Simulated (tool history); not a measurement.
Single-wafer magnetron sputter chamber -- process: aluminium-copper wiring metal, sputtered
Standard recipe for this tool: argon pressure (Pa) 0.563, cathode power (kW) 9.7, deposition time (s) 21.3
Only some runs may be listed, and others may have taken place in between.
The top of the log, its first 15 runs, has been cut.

run	hour	argon pressure (Pa)	cathode power (kW)	deposition time (s)	wafers since the last listed run	wafers on the sputter target	hours since the last manometer calibration	hours since the magnet pack was replaced	hours since the gauge calibration	read-back reference wafer on the same gauge, thickness_nm	mean film thickness on the monitor wafer (nm)
16	1029.7	0.563	7.35	23.3	2149	7904	88.3	400.6	1960.4	399.106	281.632
17	1127.2	0.563	9.7	21.3	2859	10763	185.8	498.1	2057.9	398.984	337.35
# hour 1127.8: gauge calibrated
# hour 1285.8: sputter target and shields replaced
18	1327.2	0.563	9.7	18.3	5630	1213	385.8	698.1	199.4	399.092	296.108
19	1382.1	0.743	11.45	23.9	1609	2823	440.7	753	254.3	399.479	423.272
20	1515.2	0.703	11.9	23.2	3903	6726	573.8	886.1	387.4	399.02	429.968
21	1552.2	0.563	9.7	21.3	1085	7812	610.8	923.1	424.4	398.517	341.121
22	1628	0.563	11.85	21.3	2222	10034	686.6	998.9	500.2	399.334	409.96
23	1679.6	0.563	9.7	21.3	1513	11548	738.2	1050.5	551.8	399.032	333.596
24	1780.3	0.673	9.7	17.1	2953	14501	838.9	1151.2	652.5	398.755	258.573
# hour 1847.3: sputter target and shields replaced
25	1847.8	0.563	9.7	21.3	1744	13	906.4	1218.7	720	398.756	343.29
26	1904.9	0.563	9.7	21.3	1674	1687	963.5	1275.8	777.1	398.889	340.602
27	1960.3	0.504	11.85	20.2	1624	3312	1018.9	1331.2	832.5	399.289	405.994
28	2046.9	0.494	9.7	21.3	2539	5851	1105.5	1417.8	919.1	398.706	349.469
29	2131.3	0.563	9.7	21.3	2475	8327	1189.9	1502.2	1003.5	399.198	336.164
30	2214.4	0.563	7.6	24.4	2436	10763	1273	1585.3	1086.6	399.136	302.025
31	2310.7	0.563	9.7	19	2824	13587	1369.3	1681.6	1182.9	398.785	299.977
32	2368.1	0.345	8.15	25	1683	15271	1426.7	1739	1240.3	398.936	360.275
# hour 2427.1: sputter target and shields replaced
33	2441.9	0.563	9.7	21.3	1929	432	1500.5	1812.8	1314.1	399.3	343.514
34	2516.2	0.563	9.7	21.3	2178	2611	1574.8	1887.1	1388.4	398.866	344.547

4 ways to go on from here, each from the tool as it stands after run 34. What would each give?
A	2516.6	0.563	9.7	21.3	11	2623	1575.2	1887.5	1388.8	?	?
B	2516.6	0.563	11.2	18.1	11	2623	1575.2	1887.5	1388.8	?	?
C	2516.6	0.683	9.05	18.7	11	2623	1575.2	1887.5	1388.8	?	?
D	2516.6	0.506	7.8	17.4	11	2623	1575.2	1887.5	1388.8	?	?

run	read-back reference wafer on the same gauge, thickness_nm	mean film thickness on the monitor wafer (nm)
A	398.553	341.123
B	398.553	334.7
C	398.553	265.624
D	398.553	229.618
What these runs would have given with no unlogged condition in the tool:
run	mean film thickness on the monitor wafer (nm)
A	343.817
B	337.344
C	267.723
D	231.432

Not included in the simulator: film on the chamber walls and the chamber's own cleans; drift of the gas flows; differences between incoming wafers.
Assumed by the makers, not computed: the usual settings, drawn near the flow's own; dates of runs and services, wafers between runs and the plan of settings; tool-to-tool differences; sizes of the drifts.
